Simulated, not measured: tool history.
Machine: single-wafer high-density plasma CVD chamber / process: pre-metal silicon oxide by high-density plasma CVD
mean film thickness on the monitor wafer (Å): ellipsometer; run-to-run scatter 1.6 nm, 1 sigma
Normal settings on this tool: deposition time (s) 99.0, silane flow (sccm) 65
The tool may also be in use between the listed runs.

| run | hour | deposition time (s) | silane flow (sccm) | wafers since the last listed run | hours since the silane flow controller was replaced | hours since the gauge calibration | read-back reference wafer on the same gauge, thickness_nm | mean film thickness on the monitor wafer (Å) |
|---|---|---|---|---|---|---|---|---|
| 1 | 0.0 | 105.1 | 65 | 0 | 4874.5 | 84.6 | 509.971 | 6397.07 |
| 2 | 20.3 | 105.1 | 65 | 201 | 4894.8 | 104.9 | 510.124 | 6435.37 |
| 3 | 34.6 | 105.1 | 65 | 141 | 4909.1 | 119.2 | 509.864 | 6394.12 |
| 4 | 68.8 | 113.6 | 73 | 339 | 4943.3 | 153.4 | 509.990 | 7727.16 |
| 5 | 83.5 | 113.6 | 73 | 145 | 4958.0 | 168.1 | 510.035 | 7760.12 |
| 6 | 111.5 | 113.6 | 73 | 277 | 4986.0 | 196.1 | 510.109 | 7747.61 |
| 7 | 141.7 | 106.4 | 71 | 299 | 5016.2 | 226.3 | 509.796 | 7078.81 |
| 8 | 160.1 | 106.4 | 71 | 182 | 5034.6 | 244.7 | 510.019 | 7103.25 |
| 9 | 175.3 | 106.4 | 71 | 150 | 5049.8 | 259.9 | 509.632 | 7032.98 |
|  | 215.0 | silane flow controller replaced |
| 10 | 215.5 | 99.0 | 65 | 319 | 0.5 | 300.1 | 509.639 | 6029.22 |
| 11 | 245.4 | 99.0 | 61 | 296 | 30.4 | 330.0 | 509.505 | 5671.19 |
| 12 | 270.8 | 118.0 | 72 | 251 | 55.8 | 355.4 | 509.853 | 7983.24 |
| 13 | 286.6 | 110.2 | 57 | 156 | 71.6 | 371.2 | 509.859 | 5884.55 |
| 14 | 304.4 | 87.8 | 69 | 176 | 89.4 | 389.0 | 509.690 | 5682.48 |
| 15 | 326.9 | 99.0 | 65 | 223 | 111.9 | 411.5 | 509.900 | 6038.47 |
| 16 | 352.6 | 99.0 | 56 | 254 | 137.6 | 437.2 | 509.461 | 5190.26 |
| 17 | 380.4 | 113.0 | 59 | 275 | 165.4 | 465.0 | 509.721 | 6236.79 |
|  | 430.5 | gauge calibrated |
| 18 | 456.3 | 105.1 | 65 | 752 | 241.3 | 25.8 | 510.020 | 6391.70 |
| 19 | 474.4 | 115.3 | 61 | 179 | 259.4 | 43.9 | 509.939 | 6595.03 |
| 20 | 507.6 | 80.2 | 70 | 329 | 292.6 | 77.1 | 510.022 | 5266.03 |
| 21 | 525.1 | 114.4 | 69 | 173 | 310.1 | 94.6 | 509.541 | 7405.02 |
| 22 | 553.1 | 79.5 | 60 | 277 | 338.1 | 122.6 | 510.272 | 4464.74 |

What differs in the tool's unlogged condition from the final listed run ahead of each entry between runs to the first listed run following it?
From run 9 to run 10: silane flow controller replaced (hour 215.0)
  nothing in the hidden state changes from one run to the other
From run 17 to run 18: gauge calibrated (hour 430.5)
  nothing in the hidden state changes from one run to the other
